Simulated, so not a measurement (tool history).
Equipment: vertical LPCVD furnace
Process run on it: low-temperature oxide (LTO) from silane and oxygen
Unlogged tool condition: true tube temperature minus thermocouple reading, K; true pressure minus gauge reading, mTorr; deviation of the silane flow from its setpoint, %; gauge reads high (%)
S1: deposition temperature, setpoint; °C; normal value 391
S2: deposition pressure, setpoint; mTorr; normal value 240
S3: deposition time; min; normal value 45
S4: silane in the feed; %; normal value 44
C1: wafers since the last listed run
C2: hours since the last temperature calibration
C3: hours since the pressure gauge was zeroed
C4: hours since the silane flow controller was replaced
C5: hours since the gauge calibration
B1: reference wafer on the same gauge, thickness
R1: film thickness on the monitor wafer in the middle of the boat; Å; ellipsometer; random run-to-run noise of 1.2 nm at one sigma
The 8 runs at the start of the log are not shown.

run 9 day=11.025 | S1=391 S2=240 S3=45 S4=46 | C1=409 C2=2471.8 C3=1641.5 C4=5226.8 C5=105.2 | B1=454.38 | R1=4148.6
run 10 day=11.821 | S1=391 S2=240 S3=45 S4=46 | C1=279 C2=2490.9 C3=1660.6 C4=5245.9 C5=124.3 | B1=453.83 | R1=4142.9
run 11 day=13.296 | S1=397 S2=220 S3=57.5 S4=50 | C1=517 C2=2526.3 C3=1696 C4=5281.3 C5=159.7 | B1=453.86 | R1=5569.6
-- day=15.496 pressure gauge zeroed
-- day=17.288 thermocouples replaced and temperature profile calibrated
run 12 day=17.479 | S1=391 S2=290 S3=45 S4=44 | C1=765 C2=4.6 C3=47.6 C4=5381.7 C5=260.1 | B1=454.1 | R1=4914.9
run 13 day=18.204 | S1=391 S2=240 S3=45 S4=40 | C1=254 C2=22 C3=65 C4=5399.1 C5=277.5 | B1=454.13 | R1=3630.1
run 14 day=20.704 | S1=391 S2=240 S3=45 S4=44 | C1=876 C2=82 C3=125 C4=5459.1 C5=337.5 | B1=454.09 | R1=4059
run 15 day=22.167 | S1=397 S2=240 S3=50.5 S4=41 | C1=512 C2=117.1 C3=160.1 C4=5494.2 C5=372.6 | B1=453.86 | R1=4475.3
run 16 day=23.271 | S1=382 S2=265 S3=62 S4=44 | C1=387 C2=143.6 C3=186.6 C4=5520.7 C5=399.1 | B1=453.97 | R1=5567.2
run 17 day=24.354 | S1=395 S2=240 S3=57 S4=50 | C1=379 C2=169.6 C3=212.6 C4=5546.7 C5=425.1 | B1=454.16 | R1=6063.1
-- day=26.742 silane flow controller replaced
run 18 day=26.762 | S1=391 S2=240 S3=31.5 S4=44 | C1=493 C2=227.4 C3=270.4 C4=0.5 C5=482.9 | B1=454.2 | R1=2845.4
run 19 day=27.175 | S1=391 S2=240 S3=45 S4=44 | C1=144 C2=237.3 C3=280.3 C4=10.4 C5=492.8 | B1=454.41 | R1=4043.1
run 20 day=28.188 | S1=391 S2=240 S3=45 S4=38 | C1=355 C2=261.6 C3=304.6 C4=34.7 C5=517.1 | B1=453.83 | R1=3399
run 21 day=29.488 | S1=391 S2=240 S3=30 S4=44 | C1=455 C2=292.8 C3=335.8 C4=65.9 C5=548.3 | B1=454.07 | R1=2698
run 22 day=30.204 | S1=391 S2=240 S3=45 S4=44 | C1=251 C2=310 C3=353 C4=83.1 C5=565.5 | B1=453.87 | R1=4043.7
run 23 day=31.675 | S1=391 S2=240 S3=45 S4=40 | C1=515 C2=345.3 C3=388.3 C4=118.4 C5=600.8 | B1=454 | R1=3620.8
run 24 day=32.508 | S1=391 S2=240 S3=28.5 S4=37 | C1=292 C2=365.3 C3=408.3 C4=138.4 C5=620.8 | B1=454 | R1=2077.1
run 25 day=33.546 | S1=400 S2=240 S3=45 S4=44 | C1=363 C2=390.2 C3=433.2 C4=163.3 C5=645.7 | B1=454 | R1=4465.6
run 26 day=34.846 | S1=391 S2=240 S3=45 S4=44 | C1=455 C2=421.4 C3=464.4 C4=194.5 C5=676.9 | B1=453.93 | R1=4048.1
run 27 day=35.871 | S1=394 S2=300 S3=33 S4=44 | C1=359 C2=446 C3=489 C4=219.1 C5=701.5 | B1=453.92 | R1=3828.9
run 28 day=36.75 | S1=396 S2=290 S3=62 S4=38 | C1=308 C2=467.1 C3=510.1 C4=240.2 C5=722.6 | B1=453.77 | R1=5975.2
run 29 day=37.879 | S1=380 S2=240 S3=33.5 S4=44 | C1=396 C2=494.2 C3=537.2 C4=267.3 C5=749.7 | B1=454.03 | R1=2674.6
-- day=37.971 gauge calibrated
run 30 day=38.521 | S1=401 S2=240 S3=52 S4=44 | C1=225 C2=509.6 C3=552.6 C4=282.7 C5=13.2 | B1=453.82 | R1=5203.3
run 31 day=39.504 | S1=391 S2=240 S3=45 S4=44 | C1=344 C2=533.2 C3=576.2 C4=306.3 C5=36.8 | B1=453.79 | R1=4035.2

Each row is a separate what-if for the run after 31, all from the same tool condition, not one after another. Results?
run A day=39.662 | S1=394 S2=240 S3=45 S4=44 | C1=55 C2=537 C3=580 C4=310.1 C5=40.6 | B1=? | R1=?
run B day=39.662 | S1=397 S2=240 S3=45 S4=39 | C1=55 C2=537 C3=580 C4=310.1 C5=40.6 | B1=? | R1=?
run C day=39.662 | S1=400 S2=240 S3=45 S4=39 | C1=55 C2=537 C3=580 C4=310.1 C5=40.6 | B1=? | R1=?
run D day=39.662 | S1=383 S2=190 S3=57 S4=39 | C1=55 C2=537 C3=580 C4=310.1 C5=40.6 | B1=? | R1=?

run=A B1=453.98 R1=4187.9
run=B B1=453.98 R1=3764.6
run=C B1=453.98 R1=3893
run=D B1=453.98 R1=3202.8
The same runs, with their run-to-run variation unchanged, on a tool lacking any hidden condition would have given:
run=A R1=4227
run=B R1=3799.7
run=C R1=3929.3
run=D R1=3240.6
